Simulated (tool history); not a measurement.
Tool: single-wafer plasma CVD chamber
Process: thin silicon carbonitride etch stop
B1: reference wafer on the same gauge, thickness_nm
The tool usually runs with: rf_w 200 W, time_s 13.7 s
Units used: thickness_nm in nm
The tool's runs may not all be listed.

run 1 hour=0.0 | rf_w=200 time_s=13.7 | B1=9.159 | thickness_nm=7.888
run 2 hour=35.8 | rf_w=200 time_s=13.7 | B1=9.160 | thickness_nm=7.898
run 3 hour=63.2 | rf_w=200 time_s=13.7 | B1=9.160 | thickness_nm=7.917
run 4 hour=92.0 | rf_w=190 time_s=15.4 | B1=9.161 | thickness_nm=8.706
run 5 hour=126.9 | rf_w=190 time_s=15.4 | B1=9.160 | thickness_nm=8.695
run 6 hour=141.3 | rf_w=190 time_s=15.4 | B1=9.160 | thickness_nm=8.671
run 7 hour=158.7 | rf_w=215 time_s=14.7 | B1=9.161 | thickness_nm=8.695
run 8 hour=192.9 | rf_w=200 time_s=13.7 | B1=9.160 | thickness_nm=7.914
run 9 hour=226.7 | rf_w=200 time_s=13.7 | B1=9.160 | thickness_nm=7.870
run 10 hour=245.4 | rf_w=200 time_s=15.6 | B1=9.161 | thickness_nm=8.962
run 11 hour=277.3 | rf_w=200 time_s=15.6 | B1=9.163 | thickness_nm=8.945
run 12 hour=311.8 | rf_w=200 time_s=15.6 | B1=9.159 | thickness_nm=8.973
-- hour=347.9 gauge calibrated
run 13 hour=352.9 | rf_w=200 time_s=13.7 | B1=9.162 | thickness_nm=7.874
-- hour=389.1 showerhead replaced
run 14 hour=455.0 | rf_w=200 time_s=13.7 | B1=9.157 | thickness_nm=7.856
run 15 hour=467.5 | rf_w=200 time_s=13.7 | B1=9.161 | thickness_nm=7.852
run 16 hour=491.8 | rf_w=200 time_s=13.7 | B1=9.163 | thickness_nm=7.833
run 17 hour=511.0 | rf_w=200 time_s=13.7 | B1=9.159 | thickness_nm=7.833
run 18 hour=532.2 | rf_w=200 time_s=16.0 | B1=9.160 | thickness_nm=9.179
-- hour=568.6 RF generator calibrated
run 19 hour=569.1 | rf_w=200 time_s=13.7 | B1=9.160 | thickness_nm=8.080
run 20 hour=601.7 | rf_w=220 time_s=11.5 | B1=9.159 | thickness_nm=7.021
run 21 hour=628.1 | rf_w=200 time_s=11.3 | B1=9.159 | thickness_nm=6.646
run 22 hour=642.9 | rf_w=175 time_s=12.7 | B1=9.162 | thickness_nm=7.064
run 23 hour=738.7 | rf_w=200 time_s=16.0 | B1=9.161 | thickness_nm=9.372
run 24 hour=768.5 | rf_w=225 time_s=11.3 | B1=9.159 | thickness_nm=6.932
run 25 hour=784.0 | rf_w=235 time_s=14.7 | B1=9.161 | thickness_nm=9.180
-- hour=796.1 thermocouple changed; heater temperature recalibrated
run 26 hour=805.2 | rf_w=220 time_s=13.7 | B1=9.160 | thickness_nm=8.323
run 27 hour=817.3 | rf_w=200 time_s=11.0 | B1=9.162 | thickness_nm=6.445
run 28 hour=840.3 | rf_w=220 time_s=12.0 | B1=9.161 | thickness_nm=7.298
run 29 hour=861.0 | rf_w=235 time_s=13.7 | B1=9.158 | thickness_nm=8.539
run 30 hour=890.6 | rf_w=200 time_s=13.7 | B1=9.159 | thickness_nm=7.993
run 31 hour=915.1 | rf_w=200 time_s=13.7 | B1=9.157 | thickness_nm=8.000
run 32 hour=942.8 | rf_w=225 time_s=16.2 | B1=9.161 | thickness_nm=9.933
run 33 hour=976.5 | rf_w=175 time_s=11.4 | B1=9.158 | thickness_nm=6.317
run 34 hour=1009.1 | rf_w=200 time_s=16.4 | B1=9.160 | thickness_nm=9.556
run 35 hour=1041.3 | rf_w=200 time_s=14.6 | B1=9.159 | thickness_nm=8.521
run 36 hour=1057.4 | rf_w=200 time_s=11.7 | B1=9.159 | thickness_nm=6.847
run 37 hour=1085.9 | rf_w=200 time_s=13.7 | B1=9.159 | thickness_nm=7.972

What was the tool's hidden state at every run in the log?
wafer temperature above the value expected at the setpoint (K): 0 in every run
gauge reads high (%): 0 in every run
H1: delivered RF power above the setpoint (%)
run=1 H1=-5.72
run=2 H1=-5.84
run=3 H1=-5.94
run=4 H1=-6.05
run=5 H1=-6.17
run=6 H1=-6.22
run=7 H1=-6.29
run=8 H1=-6.41
run=9 H1=-6.53
run=10 H1=-6.6
run=11 H1=-6.71
run=12 H1=-6.84
run=13 H1=-6.99
run=14 H1=-7.35
run=15 H1=-7.4
run=16 H1=-7.49
run=17 H1=-7.56
run=18 H1=-7.63
run=19 H1=-1.27
run=20 H1=-1.38
run=21 H1=-1.48
run=22 H1=-1.53
run=23 H1=-1.88
run=24 H1=-1.98
run=25 H1=-2.04
run=26 H1=-2.12
run=27 H1=-2.16
run=28 H1=-2.24
run=29 H1=-2.32
run=30 H1=-2.42
run=31 H1=-2.51
run=32 H1=-2.61
run=33 H1=-2.73
run=34 H1=-2.85
run=35 H1=-2.97
run=36 H1=-3.02
run=37 H1=-3.13
